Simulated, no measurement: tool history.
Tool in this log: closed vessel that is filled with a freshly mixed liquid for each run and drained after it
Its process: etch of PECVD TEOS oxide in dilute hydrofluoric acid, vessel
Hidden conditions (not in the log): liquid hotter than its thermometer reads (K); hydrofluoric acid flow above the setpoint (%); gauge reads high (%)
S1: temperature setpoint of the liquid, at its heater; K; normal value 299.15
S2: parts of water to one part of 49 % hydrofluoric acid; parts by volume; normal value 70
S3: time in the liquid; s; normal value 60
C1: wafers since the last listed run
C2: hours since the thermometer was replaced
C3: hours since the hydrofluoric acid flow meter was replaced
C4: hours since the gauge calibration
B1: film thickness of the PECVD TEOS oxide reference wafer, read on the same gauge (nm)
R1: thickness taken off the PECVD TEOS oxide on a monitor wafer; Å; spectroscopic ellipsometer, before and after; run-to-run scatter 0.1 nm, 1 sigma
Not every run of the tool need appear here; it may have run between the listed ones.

run 1 hour=0 | S1=302.15 S2=70 S3=60 | C1=0 C2=479.4 C3=2411.1 C4=132.6 | B1=120 | R1=159.5
run 2 hour=8.6 | S1=302.15 S2=70 S3=60 | C1=538 C2=488 C3=2419.7 C4=141.2 | B1=119.97 | R1=160.5
run 3 hour=55.5 | S1=299.15 S2=70 S3=60 | C1=2937 C2=534.9 C3=2466.6 C4=188.1 | B1=120.03 | R1=144.4
run 4 hour=68.8 | S1=299.15 S2=70 S3=60 | C1=833 C2=548.2 C3=2479.9 C4=201.4 | B1=120.02 | R1=141.9
run 5 hour=77.3 | S1=299.15 S2=70 S3=60 | C1=532 C2=556.7 C3=2488.4 C4=209.9 | B1=120.02 | R1=142.8
run 6 hour=93.3 | S1=299.15 S2=95 S3=60 | C1=1002 C2=572.7 C3=2504.4 C4=225.9 | B1=119.99 | R1=101.3
run 7 hour=99.9 | S1=299.15 S2=70 S3=60 | C1=413 C2=579.3 C3=2511 C4=232.5 | B1=120 | R1=143.7
run 8 hour=123.6 | S1=299.15 S2=70 S3=60 | C1=1484 C2=603 C3=2534.7 C4=256.2 | B1=120.01 | R1=143.1
run 9 hour=134.7 | S1=299.15 S2=70 S3=60 | C1=695 C2=614.1 C3=2545.8 C4=267.3 | B1=120 | R1=143.2
-- hour=146 gauge calibrated
run 10 hour=150.1 | S1=299.15 S2=70 S3=60 | C1=964 C2=629.5 C3=2561.2 C4=4.1 | B1=120 | R1=142
run 11 hour=160.4 | S1=299.15 S2=60 S3=70 | C1=645 C2=639.8 C3=2571.5 C4=14.4 | B1=120.01 | R1=197.4
run 12 hour=174.6 | S1=299.15 S2=60 S3=70 | C1=889 C2=654 C3=2585.7 C4=28.6 | B1=119.99 | R1=199
run 13 hour=184 | S1=299.15 S2=60 S3=70 | C1=588 C2=663.4 C3=2595.1 C4=38 | B1=119.97 | R1=196.8
-- hour=204.9 hydrofluoric acid flow meter replaced
run 14 hour=222.4 | S1=299.15 S2=70 S3=60 | C1=2342 C2=701.8 C3=17.5 C4=76.4 | B1=119.98 | R1=143.3
run 15 hour=234.9 | S1=299.15 S2=70 S3=60 | C1=782 C2=714.3 C3=30 C4=88.9 | B1=119.97 | R1=143.9
run 16 hour=242.7 | S1=299.15 S2=50 S3=90 | C1=488 C2=722.1 C3=37.8 C4=96.7 | B1=119.97 | R1=304.3
run 17 hour=249.4 | S1=303.65 S2=100 S3=40 | C1=419 C2=728.8 C3=44.5 C4=103.4 | B1=120.02 | R1=75.7
run 18 hour=262 | S1=297.65 S2=85 S3=95 | C1=789 C2=741.4 C3=57.1 C4=116 | B1=120.02 | R1=172.5
run 19 hour=279.3 | S1=299.15 S2=40 S3=85 | C1=1083 C2=758.7 C3=74.4 C4=133.3 | B1=119.98 | R1=369.7
run 20 hour=289.4 | S1=299.15 S2=85 S3=60 | C1=632 C2=768.8 C3=84.5 C4=143.4 | B1=120 | R1=116
run 21 hour=301.4 | S1=300.65 S2=70 S3=80 | C1=751 C2=780.8 C3=96.5 C4=155.4 | B1=120.02 | R1=204.2
run 22 hour=313.8 | S1=299.15 S2=70 S3=60 | C1=776 C2=793.2 C3=108.9 C4=167.8 | B1=120 | R1=143.8
run 23 hour=323.9 | S1=299.15 S2=70 S3=60 | C1=632 C2=803.3 C3=119 C4=177.9 | B1=119.98 | R1=143.2
run 24 hour=331.8 | S1=302.65 S2=70 S3=60 | C1=494 C2=811.2 C3=126.9 C4=185.8 | B1=120 | R1=163.1
-- hour=343.7 thermometer replaced
run 25 hour=346 | S1=301.15 S2=70 S3=30 | C1=826 C2=2.3 C3=141.1 C4=200 | B1=119.98 | R1=77.5
run 26 hour=357.3 | S1=299.15 S2=70 S3=40 | C1=707 C2=13.6 C3=152.4 C4=211.3 | B1=120 | R1=95.4
run 27 hour=371.4 | S1=299.15 S2=70 S3=60 | C1=883 C2=27.7 C3=166.5 C4=225.4 | B1=120 | R1=144
-- hour=374.4 gauge calibrated
run 28 hour=380.3 | S1=299.15 S2=45 S3=60 | C1=557 C2=36.6 C3=175.4 C4=5.9 | B1=119.99 | R1=230.3
run 29 hour=394 | S1=296.65 S2=70 S3=60 | C1=858 C2=50.3 C3=189.1 C4=19.6 | B1=120.06 | R1=129.5
run 30 hour=400.7 | S1=300.65 S2=70 S3=35 | C1=419 C2=57 C3=195.8 C4=26.3 | B1=120 | R1=88.1
run 31 hour=450.5 | S1=299.15 S2=60 S3=40 | C1=3119 C2=106.8 C3=245.6 C4=76.1 | B1=120.01 | R1=111.4
run 32 hour=459.2 | S1=296.15 S2=85 S3=30 | C1=544 C2=115.5 C3=254.3 C4=84.8 | B1=119.99 | R1=52

Consider 5 possible next runs. They are alternatives, not a sequence: every one starts from the tool as it was left by run 32. What does each give?
run A hour=459.9 | S1=294.65 S2=70 S3=60 | C1=43 C2=116.2 C3=255 C4=85.5 | B1=? | R1=?
run B hour=459.9 | S1=295.65 S2=70 S3=60 | C1=43 C2=116.2 C3=255 C4=85.5 | B1=? | R1=?
run C hour=459.9 | S1=297.65 S2=70 S3=75 | C1=43 C2=116.2 C3=255 C4=85.5 | B1=? | R1=?
run D hour=459.9 | S1=297.15 S2=70 S3=70 | C1=43 C2=116.2 C3=255 C4=85.5 | B1=? | R1=?
run E hour=459.9 | S1=299.15 S2=50 S3=60 | C1=43 C2=116.2 C3=255 C4=85.5 | B1=? | R1=?

run=A B1=120.01 R1=118.4
run=B B1=120.01 R1=123.4
run=C B1=120.01 R1=167.3
run=D B1=120.01 R1=153
run=E B1=120.01 R1=204.5
With no hidden state in the tool, these same runs would have given:
run=A R1=118.4
run=B R1=123.4
run=C R1=167.3
run=D R1=153
run=E R1=204.5
